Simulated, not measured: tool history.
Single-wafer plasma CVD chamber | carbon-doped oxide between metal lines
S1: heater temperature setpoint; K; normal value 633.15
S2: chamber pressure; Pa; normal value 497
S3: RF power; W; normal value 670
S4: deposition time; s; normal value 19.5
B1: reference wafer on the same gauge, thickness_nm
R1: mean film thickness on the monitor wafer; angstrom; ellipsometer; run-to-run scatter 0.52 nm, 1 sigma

| run | hour | S1 | S2 | S3 | S4 | B1 | R1 |
|---|---|---|---|---|---|---|---|
| 1 | 0.0 | 633.15 | 497 | 670 | 19.5 | 144.191 | 1152.63 |
| 2 | 16.7 | 633.15 | 497 | 670 | 19.5 | 144.098 | 1149.41 |
| 3 | 49.1 | 633.15 | 497 | 670 | 19.5 | 144.042 | 1146.39 |
| 4 | 65.7 | 633.15 | 497 | 670 | 19.5 | 143.987 | 1150.34 |
| 5 | 89.1 | 633.15 | 497 | 670 | 19.5 | 143.902 | 1189.78 |
| 6 | 109.4 | 633.15 | 497 | 670 | 19.5 | 144.072 | 1197.64 |
| 7 | 133.6 | 626.15 | 497 | 670 | 18.0 | 143.762 | 1128.21 |
| 8 | 161.4 | 644.15 | 445 | 670 | 21.5 | 143.836 | 1279.33 |
| 9 | 188.2 | 633.15 | 592 | 670 | 19.5 | 144.060 | 1214.65 |
| 10 | 209.9 | 633.15 | 497 | 670 | 19.5 | 143.995 | 1202.76 |
| 11 | 218.1 | 633.15 | 435 | 670 | 16.8 | 143.993 | 1019.37 |
| 12 | 282.1 | 633.15 | 497 | 670 | 19.5 | 144.002 | 1199.44 |
| 13 | 314.9 | 644.15 | 543 | 715 | 18.4 | 143.957 | 1179.11 |
| 14 | 326.4 | 621.15 | 603 | 630 | 23.0 | 144.000 | 1408.16 |
| 15 | 340.9 | 624.15 | 407 | 790 | 20.9 | 144.115 | 1461.01 |
| 16 | 366.8 | 622.15 | 459 | 570 | 16.5 | 143.922 | 894.22 |
| 17 | 400.6 | 633.15 | 497 | 750 | 19.5 | 144.143 | 1297.93 |
| 18 | 418.0 | 642.15 | 497 | 670 | 18.1 | 144.115 | 1086.37 |
| 19 | 438.2 | 633.15 | 497 | 800 | 19.5 | 143.921 | 1378.62 |
| 20 | 450.8 | 633.15 | 620 | 555 | 19.5 | 144.066 | 1042.06 |
| 21 | 487.3 | 633.15 | 497 | 670 | 19.5 | 143.967 | 1191.14 |
| 22 | 512.4 | 633.15 | 407 | 670 | 22.6 | 144.042 | 1351.60 |
| 23 | 526.1 | 633.15 | 373 | 545 | 22.3 | 144.017 | 1106.94 |
| 24 | 555.9 | 633.15 | 497 | 670 | 19.5 | 143.961 | 1188.19 |
| 25 | 581.4 | 633.15 | 393 | 570 | 22.6 | 144.145 | 1165.85 |
| 26 | 597.7 | 619.15 | 497 | 590 | 16.7 | 143.930 | 945.71 |
| 27 | 622.1 | 633.15 | 497 | 670 | 19.5 | 144.027 | 1198.19 |

Not shown: 5 entries that the log had between the listed runs. Between which runs, and how does the tool's hidden state differ before and after?
Run 2 -> run 3: capacitance manometer re-zeroed and calibrated (hour 48.1)
  delivered RF power above the setpoint (%): -7.99 -> -8.26
  measured value less the no-hidden-state value, R1: -48.11 -> -49.76 angstrom
Run 4 -> run 5: gauge calibrated (hour 77.6); RF generator calibrated (hour 88.6)
  delivered RF power above the setpoint (%): -8.41 -> -0.21
  measured value less the no-hidden-state value, R1: -50.85 -> -1.23 angstrom
Run 9 -> run 10: showerhead replaced, of another model than before (hour 209.4)
  delivered RF power above the setpoint (%): -0.235 -> -0.247
  measured value less the no-hidden-state value, R1: -1.41 -> -2.49 angstrom
Run 12 -> run 13: thermocouple changed; heater temperature recalibrated (hour 314.4)
  delivered RF power above the setpoint (%): -0.305 -> -0.34
  measured value less the no-hidden-state value, R1: -3.05 -> -3.35 angstrom

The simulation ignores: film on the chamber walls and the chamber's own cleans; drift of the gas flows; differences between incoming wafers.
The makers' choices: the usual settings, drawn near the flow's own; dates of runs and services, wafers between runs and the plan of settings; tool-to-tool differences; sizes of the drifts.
